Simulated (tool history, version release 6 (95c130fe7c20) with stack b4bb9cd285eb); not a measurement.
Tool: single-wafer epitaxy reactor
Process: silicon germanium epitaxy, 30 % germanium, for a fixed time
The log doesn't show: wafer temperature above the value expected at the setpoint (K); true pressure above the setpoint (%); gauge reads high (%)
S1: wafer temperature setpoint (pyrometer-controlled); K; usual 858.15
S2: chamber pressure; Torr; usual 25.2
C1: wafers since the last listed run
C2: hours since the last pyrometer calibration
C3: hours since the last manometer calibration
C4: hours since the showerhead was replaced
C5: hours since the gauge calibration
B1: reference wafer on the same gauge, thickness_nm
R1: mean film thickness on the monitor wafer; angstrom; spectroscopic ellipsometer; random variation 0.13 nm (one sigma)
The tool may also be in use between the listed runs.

| run | hour | S1 | S2 | C1 | C2 | C3 | C4 | C5 | B1 | R1 |
|---|---|---|---|---|---|---|---|---|---|---|
| 1 | 0.0 | 858.15 | 25.2 | 0 | 792.2 | 2530.3 | 8050.8 | 79.6 | 53.126 | 445.59 |
| 2 | 34.2 | 858.15 | 25.2 | 698 | 826.4 | 2564.5 | 8085.0 | 113.8 | 53.087 | 444.23 |
| 3 | 63.6 | 858.15 | 25.2 | 600 | 855.8 | 2593.9 | 8114.4 | 143.2 | 53.115 | 442.50 |
| 4 | 83.1 | 858.15 | 25.2 | 398 | 875.3 | 2613.4 | 8133.9 | 162.7 | 53.104 | 440.92 |
| 5 | 115.5 | 858.15 | 25.2 | 661 | 907.7 | 2645.8 | 8166.3 | 195.1 | 53.116 | 441.55 |
| 6 | 140.1 | 858.15 | 25.2 | 502 | 932.3 | 2670.4 | 8190.9 | 219.7 | 53.096 | 442.45 |
| 7 | 159.2 | 858.15 | 25.2 | 390 | 951.4 | 2689.5 | 8210.0 | 238.8 | 53.102 | 439.37 |
| 8 | 178.4 | 858.15 | 25.2 | 392 | 970.6 | 2708.7 | 8229.2 | 258.0 | 53.106 | 442.82 |
|  | 189.6 | capacitance manometer re-zeroed and calibrated |
| 9 | 204.3 | 858.15 | 25.2 | 365 | 996.5 | 14.7 | 8255.1 | 283.9 | 53.066 | 441.65 |
| 10 | 224.2 | 858.15 | 25.2 | 406 | 1016.4 | 34.6 | 8275.0 | 303.8 | 53.107 | 442.66 |
| 11 | 245.4 | 858.15 | 23.2 | 432 | 1037.6 | 55.8 | 8296.2 | 325.0 | 53.098 | 424.59 |
| 12 | 276.2 | 858.15 | 25.2 | 629 | 1068.4 | 86.6 | 8327.0 | 355.8 | 53.096 | 439.05 |
| 13 | 303.6 | 858.15 | 25.2 | 559 | 1095.8 | 114.0 | 8354.4 | 383.2 | 53.107 | 438.59 |
| 14 | 328.5 | 870.15 | 27.1 | 508 | 1120.7 | 138.9 | 8379.3 | 408.1 | 53.097 | 583.16 |
|  | 332.6 | gauge calibrated |
|  | 349.0 | pyrometer calibrated |
|  | 361.2 | showerhead replaced |
| 15 | 361.7 | 871.15 | 20.1 | 351 | 12.7 | 172.1 | 0.5 | 29.1 | 53.086 | 598.10 |
| 16 | 375.1 | 867.15 | 27.6 | 273 | 26.1 | 185.5 | 13.9 | 42.5 | 53.111 | 645.45 |
| 17 | 387.3 | 868.15 | 25.2 | 249 | 38.3 | 197.7 | 26.1 | 54.7 | 53.115 | 630.53 |
| 18 | 399.9 | 858.15 | 29.7 | 257 | 50.9 | 210.3 | 38.7 | 67.3 | 53.094 | 548.98 |
| 19 | 427.8 | 871.15 | 28.6 | 569 | 78.8 | 238.2 | 66.6 | 95.2 | 53.093 | 706.27 |
|  | 456.4 | pyrometer calibrated, repeated, since the last time left the tool worse |
| 20 | 461.2 | 858.15 | 25.2 | 518 | 4.8 | 271.6 | 100.0 | 128.6 | 53.106 | 466.32 |
| 21 | 476.2 | 863.15 | 19.8 | 306 | 19.8 | 286.6 | 115.0 | 143.6 | 53.099 | 461.23 |
| 22 | 503.2 | 858.15 | 25.2 | 551 | 46.8 | 313.6 | 142.0 | 170.6 | 53.100 | 463.03 |
| 23 | 533.2 | 846.15 | 25.2 | 612 | 76.8 | 343.6 | 172.0 | 200.6 | 53.101 | 357.20 |
| 24 | 553.0 | 865.15 | 29.4 | 404 | 96.6 | 363.4 | 191.8 | 220.4 | 53.105 | 578.49 |
| 25 | 579.8 | 858.15 | 25.2 | 547 | 123.4 | 390.2 | 218.6 | 247.2 | 53.103 | 461.29 |
| 26 | 603.9 | 858.15 | 25.2 | 492 | 147.5 | 414.3 | 242.7 | 271.3 | 53.123 | 461.64 |

Forecast each of these 5 alternatives for the next run:
| A | 604.3 | 858.15 | 27.4 | 8 | 147.9 | 414.7 | 243.1 | 271.7 | ? | ? |
| B | 604.3 | 847.15 | 28.1 | 8 | 147.9 | 414.7 | 243.1 | 271.7 | ? | ? |
| C | 604.3 | 867.15 | 21.2 | 8 | 147.9 | 414.7 | 243.1 | 271.7 | ? | ? |
| D | 604.3 | 872.15 | 23.3 | 8 | 147.9 | 414.7 | 243.1 | 271.7 | ? | ? |
| E | 604.3 | 847.15 | 27.8 | 8 | 147.9 | 414.7 | 243.1 | 271.7 | ? | ? |

| run | B1 | R1 |
|---|---|---|
| A | 53.086 | 482.46 |
| B | 53.086 | 383.74 |
| C | 53.086 | 516.58 |
| D | 53.086 | 600.69 |
| E | 53.086 | 381.81 |
Without the tool's hidden state the same runs would have given:
| run | R1 |
|---|---|
| A | 484.22 |
| B | 385.17 |
| C | 518.42 |
| D | 602.79 |
| E | 383.25 |
